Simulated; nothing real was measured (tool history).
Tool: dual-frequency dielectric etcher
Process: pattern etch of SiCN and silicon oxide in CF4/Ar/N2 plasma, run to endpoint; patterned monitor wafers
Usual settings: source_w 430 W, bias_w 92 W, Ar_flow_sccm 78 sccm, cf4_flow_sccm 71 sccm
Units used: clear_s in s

run,hour,source_w,bias_w,Ar_flow_sccm,cf4_flow_sccm,wafers since the last listed run,hours since the last wet clean,hours since the last source power generator calibration,hours since the last bias power generator calibration,hours since the last Ar flow controller change,hours since the last CF4 flow controller change,hours since the last upper electrode change,"incoming incoming film thickness, nm",clear_s
1,0.0,430,92,78,71,0,232.3,1773.1,3528.2,4688.3,3942.1,5309.3,15.57,16.2
2,41.6,430,92,78,71,657,273.9,1814.7,3569.8,4729.9,3983.7,5350.9,15.54,16.2
3,95.4,380,92,78,71,850,327.7,1868.5,3623.6,4783.7,4037.5,5404.7,15.43,18.0
4,120.4,380,92,78,71,395,352.7,1893.5,3648.6,4808.7,4062.5,5429.7,15.54,18.4
5,182.3,430,92,78,71,978,414.6,1955.4,3710.5,4870.6,4124.4,5491.6,15.68,16.5
# hour 214.2: Ar flow controller replaced
6,214.7,430,92,78,71,417,447.0,1987.8,3742.9,0.5,4156.8,5524.0,15.46,16.5
# hour 271.6: source power generator calibrated
7,275.0,430,92,78,71,889,507.3,3.4,3803.2,60.8,4217.1,5584.3,15.60,16.8
# hour 293.2: CF4 flow controller replaced
# hour 306.1: upper electrode replaced
8,306.6,510,92,94,71,200,538.9,35.0,3834.8,92.4,13.4,0.5,15.62,14.9
9,333.5,430,92,78,71,425,565.8,61.9,3861.7,119.3,40.3,27.4,15.53,16.4
# hour 364.7: wet clean of the chamber
# hour 381.4: bias power generator calibrated
10,389.5,530,84,78,71,442,24.8,117.9,8.1,175.3,96.3,83.4,15.71,14.2
11,451.5,430,98,86,63,979,86.8,179.9,70.1,237.3,158.3,145.4,15.36,15.7

Run 12, settings as shown, results not yet in. Your forecast:
12,495.1,460,104,83,84,689,130.4,223.5,113.7,280.9,201.9,189.0,15.65,?

clear_s: 14.3 s
With no hidden state in the tool, this same run would have given clear_s 14.1 s.
